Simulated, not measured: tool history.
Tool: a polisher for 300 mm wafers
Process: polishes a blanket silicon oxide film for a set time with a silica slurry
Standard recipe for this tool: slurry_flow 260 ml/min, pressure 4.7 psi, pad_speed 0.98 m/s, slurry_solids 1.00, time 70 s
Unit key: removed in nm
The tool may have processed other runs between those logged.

run    hour  slurry_flow  pressure  pad_speed  slurry_solids  time  wafers since the last listed run  wafers polished on this pad  hours since the slurry nozzle was cleaned  hours since the head pressure was calibrated  hours since the slurry blender was calibrated  hours since the conditioning disc was replaced  incoming thickness of the incoming film, nm  removed
  1     0.0          260       4.7       0.98           1.00    70                                 0                         2905                                       61.2                                         485.9                                          256.9                                           596.0                                        766.6    223.6
  2    47.3          260       4.0       0.76           0.75    70                               246                         3152                                      108.5                                         533.2                                          304.2                                           643.3                                        773.1    140.7
       73.8  -- conditioning disc replaced and pad reconditioned
  3   133.2          260       4.7       0.98           1.00    70                               437                         3589                                      194.4                                         619.1                                          390.1                                            59.4                                        770.7    225.3
      197.6  -- worn pad replaced by a new one
  4   198.1          260       4.3       0.72           1.00    70                               317                            2                                      259.3                                         684.0                                          455.0                                           124.3                                        778.5    179.9
      224.9  -- head pressure recalibrated, repeated, since the last time left the tool worse
  5   293.4          260       4.7       0.68           0.80    90                               486                          488                                      354.6                                          68.5                                          550.3                                           219.6                                        777.9    184.4
  6   358.4          260       4.7       1.12           1.00    70                               338                          827                                      419.6                                         133.5                                          615.3                                           284.6                                        779.3    212.5
  7   435.9          260       4.7       0.98           1.00    70                               403                         1230                                      497.1                                         211.0                                          692.8                                           362.1                                        779.4    197.3
      476.7  -- slurry blender recalibrated
  8   504.1          260       4.7       0.98           1.00    70                               344                         1575                                      565.3                                         279.2                                           27.4                                           430.3                                        763.2    194.4
  9   560.3          260       3.3       1.18           1.25    70                               292                         1868                                      621.5                                         335.4                                           83.6                                           486.5                                        787.5    175.2
      592.3  -- slurry nozzle cleaned
 10   600.7          260       4.7       1.14           1.00    70                               205                         2073                                        8.4                                         375.8                                          124.0                                           526.9                                        780.3    215.6
 11   666.8          260       4.7       0.98           0.80    84                               344                         2418                                       74.5                                         441.9                                          190.1                                           593.0                                        779.3    208.2
 12   707.7          260       6.2       0.98           0.75    70                               213                         2631                                      115.4                                         482.8                                          231.0                                           633.9                                        786.9    214.4
 13   769.8          260       4.7       0.98           1.00    70                               323                         2954                                      177.5                                         544.9                                          293.1                                           696.0                                        786.2    205.7
 14   819.6          295       4.7       0.72           1.00    70                               259                         3214                                      227.3                                         594.7                                          342.9                                           745.8                                        776.8    176.1
      887.6  -- conditioning disc replaced and pad reconditioned
      903.4  -- worn pad replaced by a new one
 15   905.1          315       5.7       0.98           1.00    54                               414                            8                                      312.8                                         680.2                                          428.4                                            17.5                                        794.1    193.3
 16   985.5          260       4.7       0.98           1.00    70                               418                          427                                      393.2                                         760.6                                          508.8                                            97.9                                        781.8    207.9
 17  1090.0          260       4.7       0.98           1.00    70                               544                          972                                      497.7                                         865.1                                          613.3                                           202.4                                        782.1    205.9
     1109.5  -- head pressure recalibrated
 18  1165.0          260       4.7       0.98           1.25    50                               380                         1352                                      572.7                                          55.5                                          688.3                                           277.4                                        784.0    155.1
     1200.9  -- slurry blender recalibrated
 19  1234.2          260       4.7       0.98           1.00    70                               350                         1702                                      641.9                                         124.7                                           33.3                                           346.6                                        772.8    200.8
 20  1280.3          260       4.7       1.12           1.00    70                               240                         1942                                      688.0                                         170.8                                           79.4                                           392.7                                        793.8    211.7
 21  1318.1          260       4.3       1.10           1.30    70                               196                         2139                                      725.8                                         208.6                                          117.2                                           430.5                                        784.6    221.4
     1336.3  -- slurry nozzle cleaned
 22  1406.6          220       4.7       1.28           1.00    50                               455                         2595                                       70.3                                         297.1                                          205.7                                           519.0                                        781.3    160.4
 23  1493.9          260       4.7       0.98           1.00    70                               454                         3050                                      157.6                                         384.4                                          293.0                                           606.3                                        793.4    196.6
     1497.6  -- conditioning disc replaced and pad reconditioned
     1508.5  -- worn pad replaced by a new one
 24  1569.5          170       5.5       1.20           1.00    51                               362                          317                                      233.2                                         460.0                                          368.6                                            71.9                                        771.4    178.0
 25  1671.1          285       5.9       0.98           0.75    70                               529                          847                                      334.8                                         561.6                                          470.2                                           173.5                                        768.9    207.9

Branching from run 25: 4 alternative next runs. What would each branch give?
  A  1671.5          260       4.0       0.98           1.00    70                                 2                          849                                      335.2                                         562.0                                          470.6                                           173.9                                        773.4        ?
  B  1671.5          315       3.1       0.98           1.00    70                                 2                          849                                      335.2                                         562.0                                          470.6                                           173.9                                        773.4        ?
  C  1671.5          205       4.7       1.20           0.80    86                                 2                          849                                      335.2                                         562.0                                          470.6                                           173.9                                        773.4        ?
  D  1671.5          260       4.7       0.86           0.80    70                                 2                          849                                      335.2                                         562.0                                          470.6                                           173.9                                        773.4        ?

run  removed
  A    168.3
  B    134.4
  C    228.8
  D    159.1
Take away the tool's hidden state, keep each run's random variation, and the runs would have read:
run  removed
  A    165.6
  B    132.3
  C    225.1
  D    156.6
